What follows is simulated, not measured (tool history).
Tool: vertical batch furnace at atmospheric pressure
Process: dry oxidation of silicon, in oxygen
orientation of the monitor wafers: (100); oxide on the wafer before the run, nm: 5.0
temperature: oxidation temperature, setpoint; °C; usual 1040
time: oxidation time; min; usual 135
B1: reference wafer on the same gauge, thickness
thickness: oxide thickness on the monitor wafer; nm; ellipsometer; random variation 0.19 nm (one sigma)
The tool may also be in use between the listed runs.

Run 1, hour 0: usual settings but time 81.5 min; B1 145.97. Result: thickness 92.81 nm.
Run 2, hour 25.5: usual settings but time 81.5 min; B1 145.93. Result: thickness 92.9 nm.
Run 3, hour 40.4: usual settings but time 81.5 min; B1 146.06. Result: thickness 92.66 nm.
Run 4, hour 66.1: usual settings; B1 145.97. Result: thickness 129.05 nm.
Run 5, hour 79.6: usual settings but time 90.5 min; B1 145.97. Result: thickness 99.42 nm.
Run 6, hour 116.8: usual settings but time 90.5 min; B1 146.01. Result: thickness 99.43 nm.
Run 7, hour 128.1: usual settings but temperature 1031 °C; B1 145.93. Result: thickness 119.67 nm.
Run 8, hour 141.5: usual settings but temperature 1031 °C; B1 145.96. Result: thickness 119.69 nm.
Run 9, hour 153.3: usual settings but temperature 1031 °C; B1 145.97. Result: thickness 119.88 nm.
Run 10, hour 164.6: usual settings but time 98 min; B1 146.03. Result: thickness 105.03 nm.
Run 11, hour 190.5: usual settings but time 98 min; B1 145.93. Result: thickness 104.68 nm.
Run 12, hour 203: usual settings but time 167.5 min; B1 145.98. Result: thickness 148.18 nm.
Run 13, hour 217: usual settings but temperature 1027 °C, time 181.5 min; B1 146.01. Result: thickness 140.73 nm.
Run 14, hour 241.3: usual settings; B1 145.94. Result: thickness 129.24 nm.
Run 15, hour 258.7: usual settings but temperature 1025 °C; B1 145.97. Result: thickness 114 nm.
Run 16, hour 286.7: usual settings but temperature 1056 °C; B1 145.97. Result: thickness 146.14 nm.
Run 17, hour 298.9: usual settings but temperature 1056 °C; B1 145.97. Result: thickness 146.01 nm.
Run 18, hour 311.8: usual settings; B1 146.01. Result: thickness 129.24 nm.

Forecast run 19:
At hour 344.9: thermocouples replaced and temperature profile calibrated.
At hour 345.9: boat lift adjusted.
Run 19, hour 346.4: usual settings but temperature 1030 °C; B1 ?. Result: thickness ?.

B1: 146.08
thickness: 121.82 nm
Without the tool's hidden state the same run would have given thickness 115.67 nm.

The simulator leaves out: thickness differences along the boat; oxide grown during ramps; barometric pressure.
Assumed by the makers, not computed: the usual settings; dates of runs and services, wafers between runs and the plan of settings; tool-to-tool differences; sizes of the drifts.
